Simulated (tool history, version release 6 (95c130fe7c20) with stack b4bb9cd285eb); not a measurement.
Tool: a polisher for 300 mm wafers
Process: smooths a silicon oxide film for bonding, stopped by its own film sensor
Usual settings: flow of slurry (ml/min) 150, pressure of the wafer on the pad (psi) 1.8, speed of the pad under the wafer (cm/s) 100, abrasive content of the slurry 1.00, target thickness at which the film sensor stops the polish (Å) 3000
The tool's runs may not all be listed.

run    hour  flow of slurry (ml/min)  pressure of the wafer on the pad (psi)  speed of the pad under the wafer (cm/s)  abrasive content of the slurry  target thickness at which the film sensor stops the polish (Å)  incoming thickness of the incoming film, nm  time until the film sensor stopped the polish (s)
  1     0.0                      150                                     1.8                                      100                            1.00                                                            3000                                        384.3                                              152.1
  2    40.5                      185                                     1.8                                      100                            1.00                                                            3000                                        387.1                                              154.8
       95.0  -- slurry nozzle cleaned
       97.2  -- slurry blender recalibrated
  3    97.7                      185                                     1.8                                      100                            1.00                                                            3000                                        382.9                                              149.0
      137.1  -- worn pad replaced by a new one
  4   172.0                      185                                     1.8                                      100                            1.00                                                            3000                                        378.6                                              125.6
  5   235.0                      120                                     1.8                                      100                            1.00                                                            2900                                        375.7                                              148.7
  6   314.5                      150                                     1.8                                      100                            1.00                                                            3000                                        383.9                                              140.8
  7   371.2                      150                                     1.8                                      100                            1.00                                                            3000                                        380.3                                              136.8
      390.9  -- head pressure recalibrated
  8   453.6                      150                                     1.8                                      100                            1.00                                                            3000                                        381.5                                              140.0
  9   491.4                      150                                     1.8                                      130                            1.00                                                            3000                                        381.5                                              123.1
 10   532.7                      150                                     2.0                                       78                            1.25                                                            3000                                        376.8                                              134.1
 11   638.1                      150                                     2.2                                      100                            1.00                                                            2900                                        385.2                                              145.2
      670.8  -- slurry blender recalibrated
 12   721.1                      150                                     1.8                                      118                            1.15                                                            2810                                        378.4                                              153.9
      727.2  -- slurry nozzle cleaned
      734.5  -- worn pad replaced by a new one
 13   793.6                      125                                     1.8                                      100                            0.70                                                            3000                                        373.0                                              141.9
 14   849.7                      135                                     1.8                                      116                            1.25                                                            3000                                        373.0                                              105.3
 15   936.4                      150                                     1.8                                       70                            1.00                                                            3000                                        380.5                                              169.6
     1011.1  -- head pressure recalibrated
 16  1114.1                      150                                     1.8                                      100                            1.00                                                            3000                                        380.6                                              142.1
 17  1154.2                      150                                     1.8                                      100                            1.00                                                            3000                                        378.8                                              139.1
     1166.5  -- slurry blender recalibrated
 18  1206.2                      150                                     1.8                                       90                            1.00                                                            2730                                        386.7                                              218.2
     1217.5  -- slurry nozzle cleaned
 19  1286.2                      150                                     1.8                                       90                            0.75                                                            2870                                        383.1                                              206.9
     1329.9  -- worn pad replaced by a new one
 20  1346.8                      150                                     1.8                                      100                            1.00                                                            3000                                        382.9                                              136.0
 21  1404.8                      190                                     1.8                                      100                            1.00                                                            2920                                        384.1                                              148.3
 22  1484.0                      150                                     2.3                                      100                            1.15                                                            3000                                        380.9                                              103.5
 23  1530.4                      150                                     1.8                                       64                            1.00                                                            3000                                        380.8                                              174.6
     1573.9  -- head pressure recalibrated
 24  1619.6                      150                                     1.8                                      100                            0.90                                                            3000                                        374.5                                              136.4
 25  1667.2                      150                                     2.2                                      100                            1.00                                                            2900                                        374.6                                              126.3
     1710.9  -- slurry blender recalibrated
 26  1716.2                      150                                     1.8                                      100                            1.00                                                            3000                                        382.4                                              149.8
     1798.0  -- slurry nozzle cleaned
     1907.1  -- worn pad replaced by a new one
 27  1931.6                      150                                     1.8                                      114                            1.00                                                            2870                                        376.5                                              134.9
 28  2008.2                      165                                     1.8                                       84                            1.00                                                            3000                                        375.7                                              136.4
 29  2060.2                      150                                     2.0                                      100                            1.00                                                            3000                                        375.9                                              116.8

Forecast each of these 5 alternatives for the next run:
  A  2060.7                      150                                     1.8                                      100                            1.00                                                            3000                                        381.8                                                  ?
  B  2060.7                      150                                     1.5                                       82                            0.70                                                            3000                                        381.8                                                  ?
  C  2060.7                      150                                     1.8                                       66                            1.00                                                            3000                                        381.8                                                  ?
  D  2060.7                      175                                     1.3                                      100                            1.00                                                            3000                                        381.8                                                  ?
  E  2060.7                      135                                     1.8                                      130                            1.00                                                            3000                                        381.8                                                  ?

run  time until the film sensor stopped the polish (s)
  A                                              135.7
  B                                              202.3
  C                                              171.9
  D                                              175.4
  E                                              117.8
Without the tool's hidden state the same runs would have given:
run  time until the film sensor stopped the polish (s)
  A                                              130.7
  B                                              194.7
  C                                              165.5
  D                                              168.9
  E                                              113.4

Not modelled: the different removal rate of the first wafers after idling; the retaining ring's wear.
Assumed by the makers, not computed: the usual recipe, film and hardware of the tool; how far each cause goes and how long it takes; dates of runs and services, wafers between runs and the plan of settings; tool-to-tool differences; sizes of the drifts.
